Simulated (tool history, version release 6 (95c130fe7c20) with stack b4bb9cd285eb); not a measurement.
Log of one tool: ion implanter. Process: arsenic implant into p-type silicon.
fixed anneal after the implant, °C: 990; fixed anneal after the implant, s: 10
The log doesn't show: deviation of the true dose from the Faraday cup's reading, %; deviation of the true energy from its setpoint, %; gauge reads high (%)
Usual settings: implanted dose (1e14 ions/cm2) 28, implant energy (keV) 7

run    hour  implanted dose (1e14 ions/cm2)  implant energy (keV)  wafers since the last listed run  hours since the last dose calibration  hours since the extraction supply was calibrated  hours since the gauge calibration  read-back reference wafer on the same gauge, sheet resistance  sheet resistance of the implanted and annealed layer (ohm/square)
  1       0                           34.46                     7                                 0                                  159.9                                            4103.5                             1772.9                                                         185.54                                                             161.92
  2    85.9                           34.46                     7                              1382                                  245.8                                            4189.4                             1858.8                                                         185.06                                                             161.05
  3   139.9                           34.46                     7                               868                                  299.8                                            4243.4                             1912.8                                                         184.84                                                             161.06
  4   180.4                              28                     7                               651                                  340.3                                            4283.9                             1953.3                                                         184.72                                                             164.94
        334  -- Faraday cup replaced and dose calibrated
  5   442.4                              28                     7                              4086                                  108.4                                            4545.9                             2215.3                                                         183.44                                                             165.33
  6   543.3                              28                     7                              1623                                  209.3                                            4646.8                             2316.2                                                          183.1                                                             163.88
  7   611.8                              28                     7                              1102                                  277.8                                            4715.3                             2384.7                                                         182.79                                                             161.12
  8   712.8                           25.29                     7                              1625                                  378.8                                            4816.3                             2485.7                                                         182.11                                                             164.31
  9   761.9                           25.29                     7                               790                                  427.9                                            4865.4                             2534.8                                                         181.54                                                             163.44
 10   850.8                           25.29                     7                              1430                                  516.8                                            4954.3                             2623.7                                                         181.14                                                             163.31
      913.7  -- Faraday cup replaced and dose calibrated
 11   914.2                              28                     7                               891                                    0.5                                            5017.7                             2687.1                                                         180.83                                                             161.67
 12   951.3                              28                     7                               596                                   37.6                                            5054.8                             2724.2                                                         180.49                                                             161.25
     1063.3  -- extraction supply calibrated
 13  1222.6                              28                     7                              4236                                  308.9                                             159.3                             2995.5                                                         178.44                                                              161.3
 14  1318.7                              28                     7                              1546                                    405                                             255.4                             3091.6                                                         178.01                                                             158.77
     1319.5  -- gauge calibrated
 15  1417.6                           33.79                     9                              1591                                  503.9                                             354.3                               98.1                                                         189.73                                                             156.45
 16  1480.6                              28                   5.5                              1013                                  566.9                                             417.3                              161.1                                                         189.88                                                             177.88
     1520.9  -- Faraday cup replaced and dose calibrated
 17    1676                              28                     7                              3015                                  155.1                                             612.7                              356.5                                                         189.56                                                             169.77
 18  1747.3                           24.26                     5                              1147                                  226.4                                               684                              427.8                                                         189.65                                                             186.14
 19  1874.7                              28                   6.5                              2049                                  353.8                                             811.4                              555.2                                                         189.39                                                             172.26
 20    1933                           31.72                   8.5                               938                                  412.1                                             869.7                              613.5                                                         189.32                                                             159.61
 21  2021.7                              28                     7                              1427                                  500.8                                             958.4                              702.2                                                         189.22                                                             169.54
       2067  -- Faraday cup replaced and dose calibrated
 22  2099.9                           35.77                     7                              1129                                   32.9                                            1036.6                              780.4                                                         188.99                                                             163.94
 23  2190.4                           34.58                     6                              1456                                  123.4                                            1127.1                              870.9                                                         188.77                                                             169.77
 24  2242.3                              28                     7                               835                                  175.3                                              1179                              922.8                                                         188.74                                                             168.33
 25  2308.1                           33.52                     5                              1058                                  241.1                                            1244.8                              988.6                                                         188.45                                                             176.71
 26  2363.9                              28                     7                               897                                  296.9                                            1300.6                             1044.4                                                         188.38                                                             169.48
 27  2684.2                              28                     9                              5153                                  617.2                                            1620.9                             1364.7                                                         187.58                                                             157.46
     2701.8  -- Faraday cup replaced and dose calibrated
 28  2727.5                           22.34                     6                               567                                   25.7                                            1664.2                               1408                                                          187.1                                                             178.12
 29  2817.2                              28                     5                              1443                                  115.4                                            1753.9                             1497.7                                                         187.04                                                             180.32

Forecast each of these 5 alternatives for the next run:
  A  2817.6                              28                     7                                 6                                  115.8                                            1754.3                             1498.1                                                              ?                                                                  ?
  B  2817.6                           31.77                     8                                 6                                  115.8                                            1754.3                             1498.1                                                              ?                                                                  ?
  C  2817.6                           21.37                     6                                 6                                  115.8                                            1754.3                             1498.1                                                              ?                                                                  ?
  D  2817.6                           30.16                   7.5                                 6                                  115.8                                            1754.3                             1498.1                                                              ?                                                                  ?
  E  2817.6                           23.07                     8                                 6                                  115.8                                            1754.3                             1498.1                                                              ?                                                                  ?

run  read-back reference wafer on the same gauge, sheet resistance  sheet resistance of the implanted and annealed layer (ohm/square)
  A                                                         186.96                                                             165.92
  B                                                         186.96                                                             158.61
  C                                                         186.96                                                             178.47
  D                                                         186.96                                                             161.91
  E                                                         186.96                                                              165.3
Without the tool's hidden state the same runs would have given:
run  sheet resistance of the implanted and annealed layer (ohm/square)
  A                                                             166.78
  B                                                             159.44
  C                                                              179.4
  D                                                             162.75
  E                                                             166.16
